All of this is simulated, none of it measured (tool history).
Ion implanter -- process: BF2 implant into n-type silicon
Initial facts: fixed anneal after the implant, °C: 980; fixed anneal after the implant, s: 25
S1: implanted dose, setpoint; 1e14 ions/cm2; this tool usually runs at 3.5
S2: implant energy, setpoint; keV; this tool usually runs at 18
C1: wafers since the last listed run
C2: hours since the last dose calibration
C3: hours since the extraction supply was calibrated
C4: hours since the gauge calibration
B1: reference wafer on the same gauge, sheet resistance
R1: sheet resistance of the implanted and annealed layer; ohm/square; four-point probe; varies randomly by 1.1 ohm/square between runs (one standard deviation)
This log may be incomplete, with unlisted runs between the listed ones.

| run | hour | S1 | S2 | C1 | C2 | C3 | C4 | B1 | R1 |
|---|---|---|---|---|---|---|---|---|---|
| 1 | 0 | 3.5 | 16.5 | 0 | 751.3 | 3390.1 | 261.5 | 321.82 | 368.31 |
| 2 | 13.4 | 3.5 | 16.5 | 202 | 764.7 | 3403.5 | 274.9 | 321.91 | 371.39 |
| 3 | 30.2 | 3.5 | 19.5 | 254 | 781.5 | 3420.3 | 291.7 | 322.25 | 357.75 |
| 4 | 41.5 | 3.5 | 19.5 | 171 | 792.8 | 3431.6 | 303 | 321.88 | 359.07 |
| 5 | 50 | 3.5 | 19.5 | 128 | 801.3 | 3440.1 | 311.5 | 322.13 | 357.62 |
| 6 | 57.7 | 3.5 | 18 | 116 | 809 | 3447.8 | 319.2 | 322.14 | 364.19 |
| 7 | 71.8 | 3.5 | 13.5 | 213 | 823.1 | 3461.9 | 333.3 | 322 | 387.39 |
| 8 | 81.3 | 3.5 | 13.5 | 143 | 832.6 | 3471.4 | 342.8 | 322.12 | 387.68 |
| 9 | 91.3 | 3.5 | 13.5 | 151 | 842.6 | 3481.4 | 352.8 | 321.87 | 389.03 |
| 10 | 109.1 | 3.5 | 18 | 269 | 860.4 | 3499.2 | 370.6 | 321.63 | 363.97 |
| 11 | 116.5 | 3.5 | 18 | 112 | 867.8 | 3506.6 | 378 | 321.6 | 361.55 |
| 12 | 134.1 | 3.5 | 13 | 266 | 885.4 | 3524.2 | 395.6 | 322.06 | 392.72 |
| 13 | 148.9 | 3.5 | 13 | 224 | 900.2 | 3539 | 410.4 | 322.17 | 390.28 |
| 14 | 165.7 | 2.84 | 21 | 254 | 917 | 3555.8 | 427.2 | 322.46 | 414.29 |
|  | 178 | gauge calibrated |
| 15 | 179 | 2.84 | 21 | 201 | 930.3 | 3569.1 | 1 | 322.03 | 413.25 |
| 16 | 196.3 | 4.08 | 18 | 261 | 947.6 | 3586.4 | 18.3 | 321.74 | 326.48 |
| 17 | 207.3 | 4.08 | 18 | 166 | 958.6 | 3597.4 | 29.3 | 322.02 | 327.74 |
| 18 | 253 | 2.65 | 14.5 | 691 | 1004.3 | 3643.1 | 75 | 321.93 | 459.59 |
| 19 | 261.8 | 3.5 | 16.5 | 133 | 1013.1 | 3651.9 | 83.8 | 321.8 | 366.22 |
| 20 | 268.7 | 4.06 | 14.5 | 104 | 1020 | 3658.8 | 90.7 | 322.24 | 344.59 |
|  | 286.5 | extraction supply calibrated |
| 21 | 287 | 2.79 | 14 | 155 | 1038.3 | 0.5 | 109 | 322.38 | 444.4 |
| 22 | 287.6 | 3.5 | 20.5 | 9 | 1038.9 | 1.1 | 109.6 | 322.21 | 350.07 |
| 23 | 305.4 | 3.5 | 18 | 269 | 1056.7 | 18.9 | 127.4 | 322.13 | 358.04 |
|  | 315 | Faraday cup replaced and dose calibrated |
| 24 | 317.9 | 2.79 | 22 | 68 | 2.9 | 31.4 | 139.9 | 322.21 | 426.24 |
| 25 | 359.2 | 2.84 | 21 | 625 | 44.2 | 72.7 | 181.2 | 321.74 | 421.96 |
| 26 | 372.9 | 3.5 | 15 | 207 | 57.9 | 86.4 | 194.9 | 322.32 | 381.07 |
| 27 | 379.2 | 4.08 | 22.5 | 95 | 64.2 | 92.7 | 201.2 | 322.17 | 317.03 |
| 28 | 396 | 3.5 | 18 | 254 | 81 | 109.5 | 218 | 321.93 | 368.03 |
| 29 | 412 | 2.7 | 18 | 242 | 97 | 125.5 | 234 | 321.9 | 448.1 |
| 30 | 423.4 | 2.84 | 21 | 172 | 108.4 | 136.9 | 245.4 | 322.22 | 422.5 |
| 31 | 434.7 | 4.12 | 13.5 | 171 | 119.7 | 148.2 | 256.7 | 322.07 | 359.32 |
| 32 | 450.6 | 4.53 | 15 | 240 | 135.6 | 164.1 | 272.6 | 322.3 | 329.18 |
| 33 | 466.3 | 3.22 | 15.5 | 237 | 151.3 | 179.8 | 288.3 | 321.95 | 400.84 |
| 34 | 475.5 | 3.5 | 15 | 139 | 160.5 | 189 | 297.5 | 321.77 | 381.42 |
| 35 | 488.8 | 3.5 | 18 | 201 | 173.8 | 202.3 | 310.8 | 321.78 | 367.3 |

Measured minus without-hidden-state, run by run (identical run-to-run variation in each term; gauge scatter may differ):
Hidden conditions of the tool in this case: deviation of the true dose from the Faraday cup's reading, %; deviation of the true energy from its setpoint, %; gauge reads high (%).
| run | R1 |
|---|---|
| 1 | -5.28 |
| 2 | -5.52 |
| 3 | -5.94 |
| 4 | -6.13 |
| 5 | -6.24 |
| 6 | -6.25 |
| 7 | -6.22 |
| 8 | -6.37 |
| 9 | -6.55 |
| 10 | -7.06 |
| 11 | -7.14 |
| 12 | -7.22 |
| 13 | -7.41 |
| 14 | -10.57 |
| 15 | -10.85 |
| 16 | -6.87 |
| 17 | -7.05 |
| 18 | -13.38 |
| 19 | -9.47 |
| 20 | -7.62 |
| 21 | -13.3 |
| 22 | -10.43 |
| 23 | -10.42 |
| 24 | -2.26 |
| 25 | -2.23 |
| 26 | -1.65 |
| 27 | -1.5 |
| 28 | -1.74 |
| 29 | -2.46 |
| 30 | -2.37 |
| 31 | -1.4 |
| 32 | -1.23 |
| 33 | -2.07 |
| 34 | -1.86 |
| 35 | -1.96 |
